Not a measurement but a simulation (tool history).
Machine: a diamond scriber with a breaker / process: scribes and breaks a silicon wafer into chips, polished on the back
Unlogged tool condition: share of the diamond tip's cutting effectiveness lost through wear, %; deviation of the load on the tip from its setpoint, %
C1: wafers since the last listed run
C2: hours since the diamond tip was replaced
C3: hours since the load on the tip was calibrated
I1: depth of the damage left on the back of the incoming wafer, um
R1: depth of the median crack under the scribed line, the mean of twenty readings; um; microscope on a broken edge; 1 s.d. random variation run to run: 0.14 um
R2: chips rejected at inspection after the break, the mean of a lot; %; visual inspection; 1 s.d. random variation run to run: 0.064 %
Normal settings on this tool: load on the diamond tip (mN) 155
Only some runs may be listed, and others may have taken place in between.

run 1 hour=0.0 | load_on_the_diamond_tip_(mN)=166 | C1=0 C2=232.5 C3=642.6 | I1=0.03 | R1=12.53 R2=2.36
-- hour=15.0 diamond tip replaced by a new one
run 2 hour=59.7 | load_on_the_diamond_tip_(mN)=166 | C1=233 C2=44.7 C3=702.3 | I1=0.05 | R1=12.54 R2=2.64
run 3 hour=104.3 | load_on_the_diamond_tip_(mN)=155 | C1=180 C2=89.3 C3=746.9 | I1=0.05 | R1=11.98 R2=4.88
run 4 hour=159.4 | load_on_the_diamond_tip_(mN)=155 | C1=222 C2=144.4 C3=802.0 | I1=0.03 | R1=12.13 R2=4.92
run 5 hour=191.2 | load_on_the_diamond_tip_(mN)=155 | C1=128 C2=176.2 C3=833.8 | I1=0.03 | R1=11.85 R2=5.35
run 6 hour=257.5 | load_on_the_diamond_tip_(mN)=126 | C1=268 C2=242.5 C3=900.1 | I1=0.01 | R1=10.43 R2=20.94
-- hour=275.0 diamond tip replaced by a new one
run 7 hour=314.2 | load_on_the_diamond_tip_(mN)=126 | C1=221 C2=39.2 C3=956.8 | I1=0.04 | R1=10.44 R2=21.11
run 8 hour=358.8 | load_on_the_diamond_tip_(mN)=155 | C1=180 C2=83.8 C3=1001.4 | I1=0.03 | R1=11.90 R2=5.67
run 9 hour=395.3 | load_on_the_diamond_tip_(mN)=155 | C1=147 C2=120.3 C3=1037.9 | I1=0.03 | R1=11.78 R2=6.14
run 10 hour=465.6 | load_on_the_diamond_tip_(mN)=155 | C1=284 C2=190.6 C3=1108.2 | I1=0.04 | R1=11.83 R2=6.16
run 11 hour=504.7 | load_on_the_diamond_tip_(mN)=155 | C1=158 C2=229.7 C3=1147.3 | I1=0.05 | R1=11.75 R2=6.16
-- hour=542.6 diamond tip replaced by a new one
run 12 hour=575.1 | load_on_the_diamond_tip_(mN)=155 | C1=276 C2=32.5 C3=1217.7 | I1=0.03 | R1=11.73 R2=6.55
run 13 hour=607.2 | load_on_the_diamond_tip_(mN)=194 | C1=129 C2=64.6 C3=1249.8 | I1=0.01 | R1=13.64 R2=1.96
run 14 hour=643.4 | load_on_the_diamond_tip_(mN)=138 | C1=146 C2=100.8 C3=1286.0 | I1=0.04 | R1=10.93 R2=13.56
run 15 hour=684.3 | load_on_the_diamond_tip_(mN)=122 | C1=165 C2=141.7 C3=1326.9 | I1=0.04 | R1=9.86 R2=25.40
-- hour=696.2 load on the tip recalibrated
-- hour=775.2 diamond tip replaced by a new one
run 16 hour=820.3 | load_on_the_diamond_tip_(mN)=189 | C1=534 C2=45.1 C3=124.1 | I1=0.02 | R1=14.31 R2=5.01
run 17 hour=879.2 | load_on_the_diamond_tip_(mN)=169 | C1=238 C2=104.0 C3=183.0 | I1=0.02 | R1=13.44 R2=1.73
run 18 hour=934.2 | load_on_the_diamond_tip_(mN)=136 | C1=222 C2=159.0 C3=238.0 | I1=0.01 | R1=11.44 R2=8.66
run 19 hour=970.4 | load_on_the_diamond_tip_(mN)=110 | C1=146 C2=195.2 C3=274.2 | I1=0.04 | R1=9.84 R2=25.46
run 20 hour=1006.5 | load_on_the_diamond_tip_(mN)=117 | C1=146 C2=231.3 C3=310.3 | I1=0.04 | R1=10.08 R2=22.37
-- hour=1012.6 diamond tip replaced by a new one
run 21 hour=1051.1 | load_on_the_diamond_tip_(mN)=135 | C1=172 C2=38.5 C3=354.9 | I1=0.05 | R1=11.42 R2=10.13
run 22 hour=1111.3 | load_on_the_diamond_tip_(mN)=155 | C1=243 C2=98.7 C3=415.1 | I1=0.03 | R1=12.33 R2=3.65
run 23 hour=1141.1 | load_on_the_diamond_tip_(mN)=190 | C1=120 C2=128.5 C3=444.9 | I1=0.05 | R1=14.22 R2=2.52
run 24 hour=1169.8 | load_on_the_diamond_tip_(mN)=155 | C1=116 C2=157.2 C3=473.6 | I1=0.03 | R1=12.16 R2=3.89

Entry by entry between the runs, the difference in hidden state between the last listed run before and the first listed run after:
Between runs 1 and 2: diamond tip replaced by a new one (hour 15.0)
  deviation of the load on the tip from its setpoint, %: -13.3 -> -13.7
  measured value less the no-hidden-state value, R1: -1.25 -> -1.31 um; R2: +0.11 -> +0.25 %
Between runs 6 and 7: diamond tip replaced by a new one (hour 275.0)
  deviation of the load on the tip from its setpoint, %: -14.9 -> -15.1
  measured value less the no-hidden-state value, R1: -1.19 -> -1.21 um; R2: +12.72 -> +12.93 %
Between runs 11 and 12: diamond tip replaced by a new one (hour 542.6)
  deviation of the load on the tip from its setpoint, %: -15.8 -> -15.9
  measured value less the no-hidden-state value, R1: -1.43 -> -1.45 um; R2: +4.56 -> +4.88 %
Between runs 15 and 16: load on the tip recalibrated (hour 696.2); diamond tip replaced by a new one (hour 775.2)
  deviation of the load on the tip from its setpoint, %: -16.2 -> -5.23
  measured value less the no-hidden-state value, R1: -1.23 -> -0.52 um; R2: +15.11 -> -2.86 %
Between runs 20 and 21: diamond tip replaced by a new one (hour 1012.6)
  deviation of the load on the tip from its setpoint, %: -9.33 -> -10.1
  measured value less the no-hidden-state value, R1: -0.68 -> -0.85 um; R2: +8.70 -> +5.76 %

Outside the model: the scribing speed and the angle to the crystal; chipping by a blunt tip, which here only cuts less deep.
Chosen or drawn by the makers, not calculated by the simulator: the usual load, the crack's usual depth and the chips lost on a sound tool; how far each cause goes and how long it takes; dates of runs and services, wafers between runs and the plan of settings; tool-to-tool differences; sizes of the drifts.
